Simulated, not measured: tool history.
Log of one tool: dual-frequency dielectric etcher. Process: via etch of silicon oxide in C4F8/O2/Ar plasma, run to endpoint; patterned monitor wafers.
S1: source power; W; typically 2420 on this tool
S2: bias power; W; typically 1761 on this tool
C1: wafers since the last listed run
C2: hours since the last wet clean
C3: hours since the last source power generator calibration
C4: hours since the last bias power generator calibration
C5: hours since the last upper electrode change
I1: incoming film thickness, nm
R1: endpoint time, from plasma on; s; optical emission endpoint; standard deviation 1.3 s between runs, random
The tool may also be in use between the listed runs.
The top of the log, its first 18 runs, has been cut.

run,day,S1,S2,C1,C2,C3,C4,C5,I1,R1
19,52.342,2420,1761,343,371.3,2797.8,470.7,6188.8,1303.9,256.0
# day 53.996: source power generator calibrated
# day 54.054: upper electrode replaced
20,54.075,2420,2006,201,412.9,1.9,512.3,0.5,1297.2,245.7
# day 58.783: wet clean of the chamber
21,58.804,2770,2008,498,0.5,115.4,625.8,114.0,1310.4,232.7
22,60.554,1970,1761,233,42.5,157.4,667.8,156.0,1301.6,286.1
23,63.050,2760,1761,333,102.4,217.3,727.7,215.9,1308.5,243.7
24,67.404,2720,2123,581,206.9,321.8,832.2,320.4,1306.7,230.7
25,78.417,2420,1761,1470,471.2,586.1,1096.5,584.7,1300.1,255.4
# day 82.154: wet clean of the chamber
26,82.221,2730,2023,374,1.6,677.4,1187.8,676.0,1308.2,233.4
27,86.708,2600,1426,599,109.3,785.1,1295.5,783.7,1306.5,267.4
28,88.550,1830,1426,245,153.5,829.3,1339.7,827.9,1319.0,323.4
29,90.450,1880,2090,253,199.1,874.9,1385.3,873.5,1307.4,280.3
30,94.129,2420,1761,491,287.4,963.2,1473.6,961.8,1307.6,258.6
31,97.042,2420,2122,388,357.3,1033.1,1543.5,1031.7,1308.0,246.6
32,101.312,1930,1761,570,459.8,1135.6,1646.0,1134.2,1309.6,290.5

4 options for the next run, each taken on its own from the tool as it stands now. Forecast them:
A,101.333,1910,1761,2,460.3,1136.1,1646.5,1134.7,1307.0,?
B,101.333,1900,2089,2,460.3,1136.1,1646.5,1134.7,1307.0,?
C,101.333,2720,1391,2,460.3,1136.1,1646.5,1134.7,1307.0,?
D,101.333,2760,2136,2,460.3,1136.1,1646.5,1134.7,1307.0,?

run,R1
A,293.1
B,278.6
C,261.8
D,228.8
With no hidden state in the tool, these same runs would have given:
run,R1
A,293.1
B,278.6
C,261.8
D,228.8
